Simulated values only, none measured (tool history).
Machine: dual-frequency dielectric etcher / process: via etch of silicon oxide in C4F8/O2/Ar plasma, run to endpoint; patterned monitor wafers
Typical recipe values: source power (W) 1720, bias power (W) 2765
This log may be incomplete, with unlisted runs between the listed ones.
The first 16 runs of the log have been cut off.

run    hour  source power (W)  bias power (W)  incoming incoming film thickness, nm  endpoint time (s)
 17  1367.4              1930            2469                                 807.2              138.1
 18  1451.6              1980            3055                                 812.8              132.2
 19  1491.5              1860            3224                                 810.1              133.7
 20  1583.4              1860            3224                                 808.2              133.2
 21  1659.8              1720            2491                                 807.1              142.9
     1709.3  -- source power generator calibrated
 22  1720.6              1720            2765                                 805.0              145.6
     1798.7  -- upper electrode replaced
 23  1815.8              1510            3059                                 804.3              149.8
     1845.0  -- wet clean of the chamber
 24  1872.4              1930            2469                                 802.1              142.3
 25  1946.3              1940            3082                                 806.2              137.0
 26  2000.8              1720            2765                                 807.5              146.2
 27  2045.3              1290            3087                                 810.7              169.8
 28  2097.9              1720            2765                                 810.3              146.9
 29  2175.4              1410            3039                                 804.5              159.2
 30  2268.2              1720            2765                                 807.3              145.0
 31  2332.4              1720            2765                                 814.3              144.7
 32  2395.1              1460            2765                                 819.2              159.5
 33  2479.0              1570            3399                                 808.6              144.0
     2564.0  -- wet clean of the chamber
 34  2564.5              2000            3410                                 803.8              131.6
 35  2612.7              1860            3224                                 811.4              138.8

4 ways to go on from here, each from the tool as it stands after run 35. What would each give?
  A  2613.2              1360            2765                                 809.0                  ?
  B  2613.2              2080            2135                                 809.0                  ?
  C  2613.2              2140            3179                                 809.0                  ?
  D  2613.2              1880            2106                                 809.0                  ?

run  endpoint time (s)
  A              166.8
  B              138.4
  C              128.2
  D              146.0
What these runs would have given with no unlogged condition in the tool:
run  endpoint time (s)
  A              170.2
  B              141.3
  C              130.8
  D              149.1
